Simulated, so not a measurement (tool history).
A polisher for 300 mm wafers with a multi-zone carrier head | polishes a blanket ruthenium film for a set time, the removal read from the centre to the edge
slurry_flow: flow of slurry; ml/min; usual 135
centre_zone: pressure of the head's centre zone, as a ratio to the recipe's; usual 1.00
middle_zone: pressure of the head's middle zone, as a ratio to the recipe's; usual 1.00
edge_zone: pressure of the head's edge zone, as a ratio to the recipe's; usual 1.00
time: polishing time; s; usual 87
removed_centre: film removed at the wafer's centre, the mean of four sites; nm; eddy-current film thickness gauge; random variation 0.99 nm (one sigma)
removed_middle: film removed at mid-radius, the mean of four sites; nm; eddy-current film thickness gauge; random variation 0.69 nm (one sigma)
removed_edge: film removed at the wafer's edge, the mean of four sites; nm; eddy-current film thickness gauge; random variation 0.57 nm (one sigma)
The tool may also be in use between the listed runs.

run   hour  slurry_flow  centre_zone  middle_zone  edge_zone  time  incoming thickness of the incoming film, nm  removed_centre  removed_middle  removed_edge
  1    0.0          135         1.11         1.09       1.00    87                                        525.4            84.1            93.2          86.6
      11.9  -- worn pad replaced by a new one
  2   26.3          135         1.00         1.09       1.00    87                                        531.4            77.8            92.4          87.8
  3   55.3          135         1.00         1.00       1.00    87                                        535.9            76.1            89.1          87.5
      65.8  -- edge zone pressure recalibrated
  4   86.5          135         1.00         1.00       1.00    87                                        524.1            75.8            89.0          87.7
  5  106.7          160         0.91         1.00       1.06    71                                        535.1            59.3            74.8          75.3
  6  119.0          135         1.00         0.94       1.00    95                                        520.7            83.6            94.8          94.7
     125.8  -- centre zone pressure recalibrated
  7  133.3          135         1.00         1.00       0.96    87                                        531.6            87.6            90.3          84.4
  8  206.1          170         1.00         0.92       1.10    87                                        528.9            89.6            90.3          93.3
     229.7  -- slurry nozzle cleaned
     259.2  -- worn pad replaced by a new one
  9  297.1          135         1.00         1.08       1.00    98                                        525.4            94.4           106.2          98.1
 10  327.8          135         0.97         1.00       1.00    87                                        528.6            80.0            90.7          88.1
     336.4  -- carrier head's membrane replaced by a new one
 11  341.1          135         0.89         1.00       1.00    97                                        529.9            82.1           100.5          97.0
 12  355.5          135         1.00         1.00       1.00    87                                        520.7            81.6            90.5          87.3
 13  378.1          135         0.95         1.00       1.00    87                                        528.7            77.0            89.6          87.5
 14  411.5          155         0.88         1.00       1.00    87                                        527.1            74.7            93.5          88.8
 15  437.4          135         1.00         1.00       1.00    87                                        528.1            80.1            89.9          87.3
 16  455.6          155         0.88         1.00       1.00    87                                        518.8            72.8            91.9          88.8
     475.3  -- worn pad replaced by a new one
 17  475.8          135         1.00         0.94       1.00    87                                        525.9            79.4            87.9          88.1
 18  503.5          135         1.00         1.00       1.00    87                                        532.4            81.8            90.2          87.3
 19  585.8          135         1.00         1.11       1.00    87                                        519.7            79.9            94.8          87.1
 20  621.0          175         1.00         0.93       1.00    87                                        530.2            84.4            90.2          89.6
 21  635.7          135         1.00         1.00       1.00   109                                        527.3           100.7           112.2         110.1
 22  662.3          135         1.00         0.96       0.93    87                                        530.2            77.0            89.1          84.6

4 ways to go on from here, each from the tool as it stands after run 22. What would each give?
  A  662.7          135         1.00         1.00       1.00    87                                        535.9               ?               ?             ?
  B  662.7          160         1.00         1.00       1.00    87                                        535.9               ?               ?             ?
  C  662.7          135         0.96         1.00       0.94    87                                        535.9               ?               ?             ?
  D  662.7          135         1.00         0.90       1.00   108                                        535.9               ?               ?             ?

run  removed_centre  removed_middle  removed_edge
  A            78.9            89.3          87.6
  B            81.4            91.8          89.4
  C            75.7            89.4          85.2
  D            97.9           105.8         108.9
Without the tool's hidden state the same runs would have given:
run  removed_centre  removed_middle  removed_edge
  A            87.8            89.3          87.6
  B            90.6            91.8          89.4
  C            84.3            89.3          85.2
  D           108.9           105.7         108.9
